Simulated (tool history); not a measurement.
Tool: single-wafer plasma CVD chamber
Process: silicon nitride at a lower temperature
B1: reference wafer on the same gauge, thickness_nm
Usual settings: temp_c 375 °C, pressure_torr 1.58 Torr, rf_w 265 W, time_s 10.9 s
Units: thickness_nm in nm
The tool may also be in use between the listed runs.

run 1 hour=0 | temp_c=375 pressure_torr=1.58 rf_w=265 time_s=10.9 | B1=11.289 | thickness_nm=12.979
run 2 hour=73.1 | temp_c=375 pressure_torr=1.58 rf_w=265 time_s=10.9 | B1=11.297 | thickness_nm=13.05
run 3 hour=140.7 | temp_c=375 pressure_torr=1.58 rf_w=265 time_s=10.9 | B1=11.304 | thickness_nm=13.062
run 4 hour=223.5 | temp_c=375 pressure_torr=1.58 rf_w=265 time_s=10.9 | B1=11.285 | thickness_nm=12.999
run 5 hour=284.1 | temp_c=375 pressure_torr=1.58 rf_w=265 time_s=10.9 | B1=11.29 | thickness_nm=12.97
run 6 hour=360.8 | temp_c=375 pressure_torr=1.58 rf_w=265 time_s=10.9 | B1=11.307 | thickness_nm=13.147
-- hour=482.2 showerhead replaced
run 7 hour=502.5 | temp_c=375 pressure_torr=1.58 rf_w=265 time_s=10.9 | B1=11.301 | thickness_nm=13.137
run 8 hour=642.2 | temp_c=375 pressure_torr=1.58 rf_w=265 time_s=10.9 | B1=11.295 | thickness_nm=13.102
-- hour=673 capacitance manometer re-zeroed and calibrated
run 9 hour=721.2 | temp_c=375 pressure_torr=1.58 rf_w=265 time_s=10.9 | B1=11.317 | thickness_nm=12.761
run 10 hour=793.1 | temp_c=375 pressure_torr=1.58 rf_w=265 time_s=10.9 | B1=11.306 | thickness_nm=12.864
run 11 hour=831.9 | temp_c=375 pressure_torr=1.43 rf_w=285 time_s=9.7 | B1=11.288 | thickness_nm=11.549
-- hour=912.9 gauge calibrated
run 12 hour=926.3 | temp_c=375 pressure_torr=1.42 rf_w=300 time_s=9 | B1=11.295 | thickness_nm=11.025
-- hour=968.4 RF generator calibrated
run 13 hour=979.8 | temp_c=383 pressure_torr=1.4 rf_w=305 time_s=10.1 | B1=11.305 | thickness_nm=12.373
run 14 hour=1079.3 | temp_c=390 pressure_torr=1.88 rf_w=265 time_s=10.9 | B1=11.311 | thickness_nm=13.647
run 15 hour=1137.7 | temp_c=375 pressure_torr=1.58 rf_w=265 time_s=10.9 | B1=11.314 | thickness_nm=12.909
run 16 hour=1192.5 | temp_c=375 pressure_torr=1.58 rf_w=265 time_s=10.9 | B1=11.308 | thickness_nm=12.817
run 17 hour=1236.8 | temp_c=375 pressure_torr=1.58 rf_w=315 time_s=9.6 | B1=11.291 | thickness_nm=12.63
run 18 hour=1284.7 | temp_c=375 pressure_torr=1.31 rf_w=240 time_s=10.9 | B1=11.304 | thickness_nm=11.207
run 19 hour=1380 | temp_c=375 pressure_torr=1.58 rf_w=220 time_s=10.9 | B1=11.292 | thickness_nm=11.426
run 20 hour=1449.9 | temp_c=375 pressure_torr=1.58 rf_w=300 time_s=10.9 | B1=11.31 | thickness_nm=13.799
run 21 hour=1526.4 | temp_c=375 pressure_torr=1.43 rf_w=285 time_s=9.7 | B1=11.301 | thickness_nm=11.544
-- hour=1534.5 thermocouple changed; heater temperature recalibrated
run 22 hour=1629.3 | temp_c=375 pressure_torr=1.58 rf_w=265 time_s=10.9 | B1=11.292 | thickness_nm=12.842
run 23 hour=1690.9 | temp_c=375 pressure_torr=1.58 rf_w=305 time_s=10.9 | B1=11.294 | thickness_nm=14.084
run 24 hour=1794.4 | temp_c=375 pressure_torr=1.58 rf_w=265 time_s=10.9 | B1=11.305 | thickness_nm=12.856
run 25 hour=1872.1 | temp_c=371 pressure_torr=1.74 rf_w=265 time_s=10.9 | B1=11.299 | thickness_nm=13.404
run 26 hour=1943 | temp_c=382 pressure_torr=1.89 rf_w=245 time_s=9.2 | B1=11.316 | thickness_nm=11.032
run 27 hour=1997.5 | temp_c=375 pressure_torr=1.58 rf_w=225 time_s=12.7 | B1=11.306 | thickness_nm=13.643
run 28 hour=2046.4 | temp_c=375 pressure_torr=1.95 rf_w=265 time_s=12.7 | B1=11.317 | thickness_nm=16.207
run 29 hour=2082.8 | temp_c=375 pressure_torr=1.58 rf_w=250 time_s=10.9 | B1=11.312 | thickness_nm=12.459

3 ways to go on from here, each from the tool as it stands after run 29. What would each give?
run A hour=2083.2 | temp_c=375 pressure_torr=1.58 rf_w=265 time_s=10.9 | B1=? | thickness_nm=?
run B hour=2083.2 | temp_c=375 pressure_torr=1.42 rf_w=265 time_s=10.9 | B1=? | thickness_nm=?
run C hour=2083.2 | temp_c=381 pressure_torr=1.58 rf_w=265 time_s=10.9 | B1=? | thickness_nm=?

run=A B1=11.281 thickness_nm=12.886
run=B B1=11.281 thickness_nm=12.357
run=C B1=11.281 thickness_nm=12.853
Without the tool's hidden state the same runs would have given:
run=A thickness_nm=12.808
run=B thickness_nm=12.281
run=C thickness_nm=12.776
